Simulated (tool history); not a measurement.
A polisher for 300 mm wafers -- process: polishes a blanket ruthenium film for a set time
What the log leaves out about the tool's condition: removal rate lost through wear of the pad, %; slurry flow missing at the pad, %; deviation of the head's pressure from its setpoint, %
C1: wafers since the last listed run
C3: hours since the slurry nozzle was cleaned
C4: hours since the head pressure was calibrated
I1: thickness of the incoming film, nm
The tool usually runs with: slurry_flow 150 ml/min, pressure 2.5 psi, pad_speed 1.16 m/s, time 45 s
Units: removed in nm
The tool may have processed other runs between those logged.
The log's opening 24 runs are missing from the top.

{"run": 25, "hour": 1187.6, "slurry_flow": 150, "pressure": 2.8, "pad_speed": 1.02, "time": 45, "C1": 422, "wafers polished on this pad": 3058, "C3": 157.3, "C4": 260.9, "I1": 372.5, "removed": 67.7}
{"run": 26, "hour": 1247.3, "slurry_flow": 180, "pressure": 2.5, "pad_speed": 1.16, "time": 45, "C1": 706, "wafers polished on this pad": 3765, "C3": 217.0, "C4": 320.6, "I1": 371.8, "removed": 69.5}
{"run": 27, "hour": 1281.6, "slurry_flow": 195, "pressure": 1.7, "pad_speed": 1.28, "time": 45, "C1": 405, "wafers polished on this pad": 4170, "C3": 251.3, "C4": 354.9, "I1": 374.6, "removed": 50.9}
{"run": 28, "hour": 1325.0, "slurry_flow": 150, "pressure": 2.5, "pad_speed": 1.16, "time": 45, "C1": 513, "wafers polished on this pad": 4684, "C3": 294.7, "C4": 398.3, "I1": 373.3, "removed": 65.2}
{"hour": 1330.6, "done": "worn pad replaced by a new one"}
{"run": 29, "hour": 1377.4, "slurry_flow": 190, "pressure": 1.7, "pad_speed": 0.96, "time": 41, "C1": 572, "wafers polished on this pad": 554, "C3": 347.1, "C4": 450.7, "I1": 362.7, "removed": 35.7}
{"hour": 1404.5, "done": "slurry nozzle cleaned"}
{"run": 30, "hour": 1433.2, "slurry_flow": 195, "pressure": 2.5, "pad_speed": 0.9, "time": 58, "C1": 648, "wafers polished on this pad": 1202, "C3": 28.7, "C4": 506.5, "I1": 367.8, "removed": 70.4}
{"run": 31, "hour": 1458.3, "slurry_flow": 150, "pressure": 2.5, "pad_speed": 1.16, "time": 56, "C1": 296, "wafers polished on this pad": 1499, "C3": 53.8, "C4": 531.6, "I1": 368.6, "removed": 80.6}
{"run": 32, "hour": 1501.0, "slurry_flow": 150, "pressure": 2.9, "pad_speed": 1.16, "time": 45, "C1": 505, "wafers polished on this pad": 2004, "C3": 96.5, "C4": 574.3, "I1": 375.0, "removed": 74.4}
{"hour": 1533.9, "done": "head pressure recalibrated"}
{"run": 33, "hour": 1567.4, "slurry_flow": 100, "pressure": 2.5, "pad_speed": 1.44, "time": 60, "C1": 761, "wafers polished on this pad": 2766, "C3": 162.9, "C4": 33.5, "I1": 373.8, "removed": 103.0}
{"run": 34, "hour": 1600.8, "slurry_flow": 105, "pressure": 2.1, "pad_speed": 1.16, "time": 45, "C1": 395, "wafers polished on this pad": 3161, "C3": 196.3, "C4": 66.9, "I1": 369.7, "removed": 51.9}
{"run": 35, "hour": 1660.2, "slurry_flow": 150, "pressure": 2.5, "pad_speed": 1.16, "time": 45, "C1": 702, "wafers polished on this pad": 3864, "C3": 255.7, "C4": 126.3, "I1": 371.7, "removed": 67.9}
{"run": 36, "hour": 1685.9, "slurry_flow": 150, "pressure": 3.3, "pad_speed": 1.16, "time": 45, "C1": 304, "wafers polished on this pad": 4168, "C3": 281.4, "C4": 152.0, "I1": 371.9, "removed": 89.9}
{"hour": 1722.0, "done": "worn pad replaced by a new one"}
{"run": 37, "hour": 1744.5, "slurry_flow": 175, "pressure": 2.5, "pad_speed": 1.16, "time": 45, "C1": 645, "wafers polished on this pad": 266, "C3": 340.0, "C4": 210.6, "I1": 371.9, "removed": 69.3}
{"run": 38, "hour": 1805.7, "slurry_flow": 150, "pressure": 2.9, "pad_speed": 1.16, "time": 45, "C1": 724, "wafers polished on this pad": 990, "C3": 401.2, "C4": 271.8, "I1": 372.1, "removed": 76.6}

Forecast each of these 3 alternatives for the next run:
{"run": "A", "hour": 1806.1, "slurry_flow": 150, "pressure": 2.5, "pad_speed": 1.16, "time": 45, "C1": 4, "wafers polished on this pad": 995, "C3": 401.6, "C4": 272.2, "I1": 370.4, "removed": "?"}
{"run": "B", "hour": 1806.1, "slurry_flow": 180, "pressure": 2.8, "pad_speed": 1.16, "time": 54, "C1": 4, "wafers polished on this pad": 995, "C3": 401.6, "C4": 272.2, "I1": 370.4, "removed": "?"}
{"run": "C", "hour": 1806.1, "slurry_flow": 150, "pressure": 3.4, "pad_speed": 1.16, "time": 45, "C1": 4, "wafers polished on this pad": 995, "C3": 401.6, "C4": 272.2, "I1": 370.4, "removed": "?"}

run=A removed=67.1
run=B removed=93.0
run=C removed=91.2
Stripped of hidden state, with their random variation kept, the same runs would have yielded:
run=A removed=68.4
run=B removed=94.8
run=C removed=93.0
